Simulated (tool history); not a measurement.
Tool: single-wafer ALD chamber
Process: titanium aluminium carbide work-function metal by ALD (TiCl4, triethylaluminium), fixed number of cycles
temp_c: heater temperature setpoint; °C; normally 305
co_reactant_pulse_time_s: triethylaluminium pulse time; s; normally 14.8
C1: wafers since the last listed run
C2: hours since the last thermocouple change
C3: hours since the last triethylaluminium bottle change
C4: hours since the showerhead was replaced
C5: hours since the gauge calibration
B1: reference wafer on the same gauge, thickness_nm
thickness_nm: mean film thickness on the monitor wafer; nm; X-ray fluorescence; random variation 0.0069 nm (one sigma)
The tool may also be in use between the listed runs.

run 1 day=0 | temp_c=295 co_reactant_pulse_time_s=14.8 | C1=0 C2=1630.6 C3=198.6 C4=3090.6 C5=292.4 | B1=2.228 | thickness_nm=2.266
run 2 day=1.308 | temp_c=295 co_reactant_pulse_time_s=14.8 | C1=300 C2=1662 C3=230 C4=3122 C5=323.8 | B1=2.225 | thickness_nm=2.262
run 3 day=2.629 | temp_c=316 co_reactant_pulse_time_s=10.1 | C1=303 C2=1693.7 C3=261.7 C4=3153.7 C5=355.5 | B1=2.233 | thickness_nm=2.42
run 4 day=4.004 | temp_c=305 co_reactant_pulse_time_s=16.46 | C1=315 C2=1726.7 C3=294.7 C4=3186.7 C5=388.5 | B1=2.236 | thickness_nm=2.393
run 5 day=4.754 | temp_c=305 co_reactant_pulse_time_s=16.46 | C1=172 C2=1744.7 C3=312.7 C4=3204.7 C5=406.5 | B1=2.24 | thickness_nm=2.389
run 6 day=6.033 | temp_c=305 co_reactant_pulse_time_s=16.46 | C1=293 C2=1775.4 C3=343.4 C4=3235.4 C5=437.2 | B1=2.242 | thickness_nm=2.406
run 7 day=7.288 | temp_c=305 co_reactant_pulse_time_s=16.92 | C1=287 C2=1805.5 C3=373.5 C4=3265.5 C5=467.3 | B1=2.247 | thickness_nm=2.407
run 8 day=8.317 | temp_c=305 co_reactant_pulse_time_s=16.92 | C1=236 C2=1830.2 C3=398.2 C4=3290.2 C5=492 | B1=2.247 | thickness_nm=2.416
run 9 day=9.521 | temp_c=305 co_reactant_pulse_time_s=14.8 | C1=276 C2=1859.1 C3=427.1 C4=3319.1 C5=520.9 | B1=2.259 | thickness_nm=2.408
run 10 day=10.229 | temp_c=305 co_reactant_pulse_time_s=14.8 | C1=162 C2=1876.1 C3=444.1 C4=3336.1 C5=537.9 | B1=2.259 | thickness_nm=2.408
run 11 day=10.771 | temp_c=305 co_reactant_pulse_time_s=14.8 | C1=124 C2=1889.1 C3=457.1 C4=3349.1 C5=550.9 | B1=2.259 | thickness_nm=2.407
run 12 day=11.358 | temp_c=312 co_reactant_pulse_time_s=14.8 | C1=134 C2=1903.2 C3=471.2 C4=3363.2 C5=565 | B1=2.26 | thickness_nm=2.482
run 13 day=12.108 | temp_c=312 co_reactant_pulse_time_s=14.8 | C1=172 C2=1921.2 C3=489.2 C4=3381.2 C5=583 | B1=2.265 | thickness_nm=2.501
-- day=13.154 showerhead replaced
run 14 day=13.212 | temp_c=312 co_reactant_pulse_time_s=14.8 | C1=176 C2=1947.7 C3=515.7 C4=1.4 C5=609.5 | B1=2.269 | thickness_nm=2.492
-- day=13.754 gauge calibrated
run 15 day=13.875 | temp_c=305 co_reactant_pulse_time_s=14.8 | C1=152 C2=1963.6 C3=531.6 C4=17.3 C5=2.9 | B1=2.226 | thickness_nm=2.392
run 16 day=15.338 | temp_c=314 co_reactant_pulse_time_s=18.77 | C1=335 C2=1998.7 C3=566.7 C4=52.4 C5=38 | B1=2.23 | thickness_nm=2.488
run 17 day=16.571 | temp_c=305 co_reactant_pulse_time_s=20.12 | C1=283 C2=2028.3 C3=596.3 C4=82 C5=67.6 | B1=2.226 | thickness_nm=2.382
run 18 day=17.546 | temp_c=305 co_reactant_pulse_time_s=14.8 | C1=223 C2=2051.7 C3=619.7 C4=105.4 C5=91 | B1=2.228 | thickness_nm=2.373
run 19 day=18.171 | temp_c=294 co_reactant_pulse_time_s=14.8 | C1=143 C2=2066.7 C3=634.7 C4=120.4 C5=106 | B1=2.229 | thickness_nm=2.245
run 20 day=19.271 | temp_c=305 co_reactant_pulse_time_s=14.8 | C1=252 C2=2093.1 C3=661.1 C4=146.8 C5=132.4 | B1=2.227 | thickness_nm=2.374
-- day=19.95 thermocouple changed; heater temperature recalibrated
run 21 day=20.004 | temp_c=312 co_reactant_pulse_time_s=14.8 | C1=91 C2=1.3 C3=678.7 C4=164.4 C5=150 | B1=2.231 | thickness_nm=2.469
run 22 day=21.054 | temp_c=318 co_reactant_pulse_time_s=11.73 | C1=240 C2=26.5 C3=703.9 C4=189.6 C5=175.2 | B1=2.231 | thickness_nm=2.497
-- day=21.575 triethylaluminium bottle replaced
run 23 day=22.338 | temp_c=318 co_reactant_pulse_time_s=14.8 | C1=218 C2=57.3 C3=18.3 C4=220.4 C5=206 | B1=2.236 | thickness_nm=2.526
run 24 day=23.554 | temp_c=314 co_reactant_pulse_time_s=11.46 | C1=279 C2=86.5 C3=47.5 C4=249.6 C5=235.2 | B1=2.236 | thickness_nm=2.439
run 25 day=24.679 | temp_c=305 co_reactant_pulse_time_s=14.8 | C1=258 C2=113.5 C3=74.5 C4=276.6 C5=262.2 | B1=2.238 | thickness_nm=2.387
run 26 day=26.092 | temp_c=313 co_reactant_pulse_time_s=14.8 | C1=324 C2=147.4 C3=108.4 C4=310.5 C5=296.1 | B1=2.242 | thickness_nm=2.478
run 27 day=27.112 | temp_c=313 co_reactant_pulse_time_s=12.04 | C1=234 C2=171.9 C3=132.9 C4=335 C5=320.6 | B1=2.24 | thickness_nm=2.452
run 28 day=27.908 | temp_c=305 co_reactant_pulse_time_s=14.8 | C1=182 C2=191 C3=152 C4=354.1 C5=339.7 | B1=2.245 | thickness_nm=2.386
run 29 day=28.792 | temp_c=314 co_reactant_pulse_time_s=11.32 | C1=202 C2=212.2 C3=173.2 C4=375.3 C5=360.9 | B1=2.248 | thickness_nm=2.46
run 30 day=29.525 | temp_c=298 co_reactant_pulse_time_s=17.44 | C1=168 C2=229.8 C3=190.8 C4=392.9 C5=378.5 | B1=2.253 | thickness_nm=2.336
run 31 day=30.892 | temp_c=305 co_reactant_pulse_time_s=14.8 | C1=313 C2=262.6 C3=223.6 C4=425.7 C5=411.3 | B1=2.254 | thickness_nm=2.405

Results per run with the tool's hidden condition removed, run-to-run variation unchanged:
Hidden state at play: wafer temperature above the value expected at the setpoint (K); triethylaluminium dose above that of a fresh bottle (%); gauge reads high (%).
run=1 thickness_nm=2.259
run=2 thickness_nm=2.252
run=3 thickness_nm=2.406
run=4 thickness_nm=2.375
run=5 thickness_nm=2.369
run=6 thickness_nm=2.382
run=7 thickness_nm=2.379
run=8 thickness_nm=2.383
run=9 thickness_nm=2.371
run=10 thickness_nm=2.368
run=11 thickness_nm=2.365
run=12 thickness_nm=2.436
run=13 thickness_nm=2.451
run=14 thickness_nm=2.437
run=15 thickness_nm=2.385
run=16 thickness_nm=2.481
run=17 thickness_nm=2.374
run=18 thickness_nm=2.365
run=19 thickness_nm=2.236
run=20 thickness_nm=2.364
run=21 thickness_nm=2.458
run=22 thickness_nm=2.484
run=23 thickness_nm=2.511
run=24 thickness_nm=2.423
run=25 thickness_nm=2.369
run=26 thickness_nm=2.455
run=27 thickness_nm=2.428
run=28 thickness_nm=2.36
run=29 thickness_nm=2.431
run=30 thickness_nm=2.306
run=31 thickness_nm=2.37
